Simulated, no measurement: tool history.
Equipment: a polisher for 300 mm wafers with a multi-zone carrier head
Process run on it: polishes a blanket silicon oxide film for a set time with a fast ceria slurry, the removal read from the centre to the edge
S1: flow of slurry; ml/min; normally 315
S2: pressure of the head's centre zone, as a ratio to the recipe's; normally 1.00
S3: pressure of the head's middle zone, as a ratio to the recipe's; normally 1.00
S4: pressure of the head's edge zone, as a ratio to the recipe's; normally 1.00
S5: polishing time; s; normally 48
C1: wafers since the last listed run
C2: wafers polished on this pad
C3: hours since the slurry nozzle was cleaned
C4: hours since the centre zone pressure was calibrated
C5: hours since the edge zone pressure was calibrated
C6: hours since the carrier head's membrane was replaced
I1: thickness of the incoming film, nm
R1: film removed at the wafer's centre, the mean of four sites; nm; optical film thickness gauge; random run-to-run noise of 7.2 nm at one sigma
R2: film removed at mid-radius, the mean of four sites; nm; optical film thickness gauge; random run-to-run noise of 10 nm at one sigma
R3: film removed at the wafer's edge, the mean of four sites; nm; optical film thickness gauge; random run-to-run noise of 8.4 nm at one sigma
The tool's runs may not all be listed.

run   hour   S1    S2    S3    S4  S5   C1    C2     C3     C4      C5     C6      I1      R1      R2      R3
  1    0.0  315  1.00  0.95  1.00  48    0  1334  501.2   27.3  1170.6   22.4  2819.1   937.8   901.7   920.0
       5.1  -- slurry nozzle cleaned
       6.9  -- worn pad replaced by a new one
  2   17.7  315  1.00  1.00  1.00  48  205   149   12.6   45.0  1188.3   40.1  2862.9   961.9   988.4   943.6
  3   26.5  315  1.00  1.00  1.00  48  120   269   21.4   53.8  1197.1   48.9  2892.9   971.4   962.7   949.9
  4   37.8  315  1.00  1.00  1.00  48  155   425   32.7   65.1  1208.4   60.2  2861.8   970.8   961.2   942.3
  5   52.0  315  1.00  1.00  1.00  48  195   620   46.9   79.3  1222.6   74.4  2884.5   955.1   969.9   952.0
  6   63.1  315  1.00  1.00  1.00  48  152   772   58.0   90.4  1233.7   85.5  2823.9   963.9   956.9   929.9
  7   73.9  315  1.00  1.00  1.00  48  148   920   68.8  101.2  1244.5   96.3  2886.6   952.6   944.2   933.8
  8   86.3  315  1.00  1.00  1.10  59  170  1091   81.2  113.6  1256.9  108.7  2814.4  1162.1  1162.5  1182.6
  9   97.7  285  0.95  1.00  1.00  48  156  1247   92.6  125.0  1268.3  120.1  2905.2   896.0   938.4   928.2
 10  104.3  380  1.07  1.05  1.05  48   90  1338   99.2  131.6  1274.9  126.7  2847.5  1029.3   965.5   964.5
 11  117.6  345  1.00  0.93  1.00  48  182  1521  112.5  144.9  1288.2  140.0  2810.1   947.5   885.3   918.3
     128.2  -- worn pad replaced by a new one
     134.3  -- edge zone pressure recalibrated
 12  153.9  355  1.00  1.00  1.00  48  416   326  148.8  181.2    19.6  176.3  2888.2   984.8   966.8   966.4
 13  168.9  405  1.00  1.00  1.00  48  206   532  163.8  196.2    34.6  191.3  2896.0   992.1   984.8   971.5
 14  177.1  315  1.00  1.00  1.00  48  112   644  172.0  204.4    42.8  199.5  2885.5   969.0   955.7   941.5
 15  184.1  315  1.05  1.08  1.06  48   96   741  179.0  211.4    49.8  206.5  2849.1  1009.7  1036.7   957.8
 16  201.8  315  1.00  1.04  1.00  48  243   984  196.7  229.1    67.5  224.2  2839.0   947.3   992.9   941.2

Forecast run 17:
 17  215.4  315  0.90  0.93  1.00  48  186  1170  210.3  242.7  81.1  237.8  2851.6   ?   ?   ?

R1: 849.6 nm
R2: 887.0 nm
R3: 922.8 nm
Without the tool's hidden state the same run would have given R1 881.9 nm, R2 920.7 nm, R3 957.8 nm.
